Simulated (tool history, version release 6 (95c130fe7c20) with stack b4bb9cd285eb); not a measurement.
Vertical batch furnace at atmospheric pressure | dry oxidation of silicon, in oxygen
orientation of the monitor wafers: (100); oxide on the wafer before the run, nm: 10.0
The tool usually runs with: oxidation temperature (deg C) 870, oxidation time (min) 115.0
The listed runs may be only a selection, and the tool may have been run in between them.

run     day  oxidation temperature (deg C)  oxidation time (min)  wafers since the last listed run  hours since the last temperature calibration  hours since the boat lift was adjusted  hours since the gauge calibration  read-back reference wafer on the same gauge, thickness  oxide thickness on the monitor wafer (Å)
  1   0.000                            864                 115.0                                 0                                        1828.8                                  3751.1                              153.5                                                   22.91                                     223.8
  2   0.842                            864                 115.0                               322                                        1849.0                                  3771.3                              173.7                                                   22.90                                     223.8
  3   1.417                            870                 115.0                               220                                        1862.8                                  3785.1                              187.5                                                   22.90                                     235.5
  4   1.721                            870                 115.0                               116                                        1870.1                                  3792.4                              194.8                                                   22.89                                     235.2
  5   2.571                            870                 115.0                               325                                        1890.5                                  3812.8                              215.2                                                   22.91                                     234.9
  6   2.929                            890                 115.0                               137                                        1899.1                                  3821.4                              223.8                                                   22.89                                     277.8
  7   3.304                            890                 115.0                               143                                        1908.1                                  3830.4                              232.8                                                   22.91                                     277.9
  8   3.767                            870                  70.0                               177                                        1919.2                                  3841.5                              243.9                                                   22.91                                     186.7
  9   4.350                            870                 134.5                               223                                        1933.2                                  3855.5                              257.9                                                   22.90                                     254.3
 10   6.400                            870                  80.0                               785                                        1982.4                                  3904.7                              307.1                                                   22.90                                     198.1
 11   7.708                            870                  80.0                               500                                        2013.8                                  3936.1                              338.5                                                   22.89                                     197.4
 12   8.112                            870                  80.0                               154                                        2023.5                                  3945.8                              348.2                                                   22.90                                     197.6
 13   8.792                            870                 136.5                               260                                        2039.8                                  3962.1                              364.5                                                   22.89                                     255.7
      9.125  -- gauge calibrated
     10.379  -- thermocouples replaced and temperature profile calibrated
 14  10.400                            870                 115.0                               232                                           0.5                                  4000.7                               30.6                                                   22.90                                     225.4
 15  10.604                            870                 115.0                                78                                           5.4                                  4005.6                               35.5                                                   22.90                                     225.6
 16  10.808                            870                 115.0                                78                                          10.3                                  4010.5                               40.4                                                   22.89                                     225.7
 17  11.012                            870                 115.0                                78                                          15.2                                  4015.4                               45.3                                                   22.90                                     225.8
 18  11.288                            870                 115.0                               105                                          21.8                                  4022.0                               51.9                                                   22.90                                     225.4
 19  12.033                            870                 115.0                               285                                          39.7                                  4039.9                               69.8                                                   22.89                                     225.7
 20  12.471                            884                 115.0                               167                                          50.2                                  4050.4                               80.3                                                   22.89                                     253.6
 21  13.025                            852                 156.5                               212                                          63.5                                  4063.7                               93.6                                                   22.90                                     228.0
 22  13.358                            870                 131.5                               127                                          71.5                                  4071.7                              101.6                                                   22.91                                     242.2
 23  14.108                            870                 139.0                               287                                          89.5                                  4089.7                              119.6                                                   22.89                                     249.1
 24  14.867                            870                 115.0                               290                                         107.7                                  4107.9                              137.8                                                   22.90                                     227.1
 25  15.438                            870                 139.0                               218                                         121.4                                  4121.6                              151.5                                                   22.90                                     249.3
 26  16.083                            885                 115.0                               247                                         136.9                                  4137.1                              167.0                                                   22.89                                     256.5
 27  16.638                            886                  85.0                               212                                         150.2                                  4150.4                              180.3                                                   22.88                                     222.1
 28  17.196                            848                  74.5                               213                                         163.6                                  4163.8                              193.7                                                   22.91                                     161.0
 29  17.729                            846                 162.5                               204                                         176.4                                  4176.6                              206.5                                                   22.90                                     220.5
 30  18.138                            870                 115.0                               156                                         186.2                                  4186.4                              216.3                                                   22.90                                     226.8
 31  18.767                            889                  96.0                               240                                         201.3                                  4201.5                              231.4                                                   22.90                                     241.3
     20.271  -- boat lift adjusted
 32  20.292                            882                 165.0                               201                                         237.9                                     0.5                              268.0                                                   22.90                                     319.1
 33  20.496                            877                  58.0                                78                                         242.8                                     5.4                              272.9                                                   22.90                                     182.3
 34  20.700                            846                 144.5                                78                                         247.7                                    10.3                              277.8                                                   22.88                                     218.4
 35  23.062                            854                  94.0                               904                                         304.4                                    67.0                              334.5                                                   22.91                                     191.0
 36  23.858                            880                  86.5                               304                                         323.5                                    86.1                              353.6                                                   22.90                                     223.2
     24.042  -- gauge calibrated
 37  24.646                            870                  87.0                               301                                         342.4                                   105.0                               14.5                                                   22.90                                     207.8
 38  25.204                            887                 140.5                               213                                         355.8                                   118.4                               27.9                                                   22.89                                     305.5
 39  26.025                            882                 138.5                               314                                         375.5                                   138.1                               47.6                                                   22.89                                     291.1
 40  26.650                            870                 115.0                               239                                         390.5                                   153.1                               62.6                                                   22.91                                     238.3

Here are 3 independent what-if runs from the current tool condition. What would each one return?
  A  26.858                            883                 115.0                                79                                         395.5                                   158.1                               67.6                                                       ?                                         ?
  B  26.858                            852                 147.5                                79                                         395.5                                   158.1                               67.6                                                       ?                                         ?
  C  26.858                            880                 162.0                                79                                         395.5                                   158.1                               67.6                                                       ?                                         ?

run  read-back reference wafer on the same gauge, thickness  oxide thickness on the monitor wafer (Å)
  A                                                   22.91                                     265.0
  B                                                   22.91                                     232.6
  C                                                   22.91                                     311.9
With no hidden state in the tool, these same runs would have given:
run  oxide thickness on the monitor wafer (Å)
  A                                     259.8
  B                                     228.1
  C                                     305.2

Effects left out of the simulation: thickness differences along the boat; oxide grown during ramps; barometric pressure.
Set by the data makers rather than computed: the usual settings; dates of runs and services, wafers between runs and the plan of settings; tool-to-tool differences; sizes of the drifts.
